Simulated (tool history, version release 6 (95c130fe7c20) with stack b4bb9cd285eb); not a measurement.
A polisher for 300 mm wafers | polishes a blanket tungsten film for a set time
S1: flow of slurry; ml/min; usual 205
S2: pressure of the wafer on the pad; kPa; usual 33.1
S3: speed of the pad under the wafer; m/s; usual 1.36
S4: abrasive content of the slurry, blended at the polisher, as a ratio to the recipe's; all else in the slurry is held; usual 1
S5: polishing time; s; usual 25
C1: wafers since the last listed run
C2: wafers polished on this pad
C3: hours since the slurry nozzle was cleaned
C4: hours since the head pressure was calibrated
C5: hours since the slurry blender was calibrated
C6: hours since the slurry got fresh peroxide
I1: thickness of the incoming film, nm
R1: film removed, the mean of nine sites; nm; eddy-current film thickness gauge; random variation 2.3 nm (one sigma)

run    hour   S1    S2    S3    S4  S5    C1    C2     C3      C4     C5     C6     I1     R1
  1       0  205  33.1  1.36     1  25     0  7870  479.9   187.2  271.5  173.3  598.5  173.5
       48.5  -- worn pad replaced by a new one
  2    88.4  205  33.1     1     1  21  1400   661  568.3   275.6  359.9  261.7  611.2  112.2
  3   156.8  205  33.1     1     1  21  1134  1796  636.7     344  428.3  330.1  588.1  114.4
  4   217.8  205  33.1     1     1  21  1012  2808  697.7     405  489.3  391.1    604  114.2
  5   289.4  205  33.1  1.36     1  25  1187  3996  769.3   476.6  560.9  462.7  602.7  175.3
      326.9  -- slurry blender recalibrated
  6   394.2  205  33.1  1.36     1  25  1705  5702  874.1   581.4   67.3  567.5    608  175.4
  7   435.5  205  33.1  1.36     1  25   685  6387  915.4   622.7  108.6  608.8  608.8  173.8
      489.8  -- slurry nozzle cleaned
  8   492.9  205  33.1  1.36     1  25   935  7322    3.1   680.1    166  666.2  597.7  171.9
      519.1  -- slurry tank refilled with fresh slurry and peroxide
  9   546.5  205  33.1  1.36     1  25   872  8195   56.7   733.7  219.6   27.4  599.2  171.1
      574.9  -- worn pad replaced by a new one
 10   642.3  260  33.1  1.36   1.2  30  1523  1117  152.5   829.5  315.4  123.2  606.8  220.6
 11   711.6  180  33.1  1.36   1.3  25  1149  2267  221.8   898.8  384.7  192.5  597.8  180.3
 12   763.3  205  33.1  1.36     1  28   857  3125  273.5   950.5  436.4  244.2  604.4  194.4
 13   832.7  205    40  1.36     1  25  1151  4276  342.9  1019.9  505.8  313.6    597  208.8
 14   885.1  265  33.1  1.36   1.2  25   869  5146  395.3  1072.3  558.2    366  588.1  185.5
      893.1  -- head pressure recalibrated
 15   928.2  205  33.1  1.36     1  32   681  5828  438.4    35.1  601.3  409.1  600.1    222
 16   971.2  205  33.1  1.36     1  25   713  6541  481.4    78.1  644.3  452.1  594.8  175.4
      979.6  -- slurry blender recalibrated
     1056.9  -- slurry tank refilled with fresh slurry and peroxide
 17    1068  205  26.9  1.36  0.75  25  1556  8097  578.2   174.9   88.4   11.1  591.2  132.6
     1200.7  -- worn pad replaced by a new one
       1249  -- slurry nozzle cleaned
 18  1296.9  205  33.1  1.08     1  31  3714  1579   47.9   403.8  317.3    240  588.8  176.6
 19  1337.3  205  25.5  1.36     1  34   670  2249   88.3   444.2  357.7  280.4  600.3  184.6
 20  1398.1  205  33.1  1.36     1  25  1008  3258  149.1     505  418.5  341.2  598.3    173
 21  1596.3  205  33.1  1.36     1  25  3288  6546  347.3   703.2  616.7  539.4  609.7  176.3
     1638.4  -- slurry tank refilled with fresh slurry and peroxide
 22    1640  205  33.1  1.48   1.1  25   708  7255    391   746.9  660.4    1.6  597.5  187.5
     1669.1  -- slurry blender recalibrated
 23  1707.4  270  39.3  1.36     1  25  1085  8340  458.4   814.3   38.3     69    587  209.3
 24  1777.1  205  33.1  1.36     1  25  1156  9496  528.1     884    108  138.7  610.7  172.5
       1864  -- worn pad replaced by a new one
 25  1865.9  205  33.1  1.24   0.8  25  1406    31  616.9   972.8  196.8  227.5  593.9  150.9
     2065.9  -- head pressure recalibrated
 26  2132.3  205  33.1  1.36     1  18  4386  4418  883.3    66.4  463.2  493.9  609.3  123.2

4 ways to go on from here, each from the tool as it stands after run 26. What would each give?
  A  2132.7  205  33.1     1     1  25   6  4425  883.7  66.8  463.6  494.3  598.9   ?
  B  2132.7  260  33.1  1.36  1.15  25   6  4425  883.7  66.8  463.6  494.3  598.9   ?
  C  2132.7  205  33.1  1.36     1  21   6  4425  883.7  66.8  463.6  494.3  598.9   ?
  D  2132.7  205  44.1  1.72     1  25   6  4425  883.7  66.8  463.6  494.3  598.9   ?

run     R1
  A  138.4
  B  187.1
  C  148.9
  D    288
Without the tool's hidden state the same runs would have given:
run     R1
  A  138.4
  B  187.1
  C  148.9
  D    288

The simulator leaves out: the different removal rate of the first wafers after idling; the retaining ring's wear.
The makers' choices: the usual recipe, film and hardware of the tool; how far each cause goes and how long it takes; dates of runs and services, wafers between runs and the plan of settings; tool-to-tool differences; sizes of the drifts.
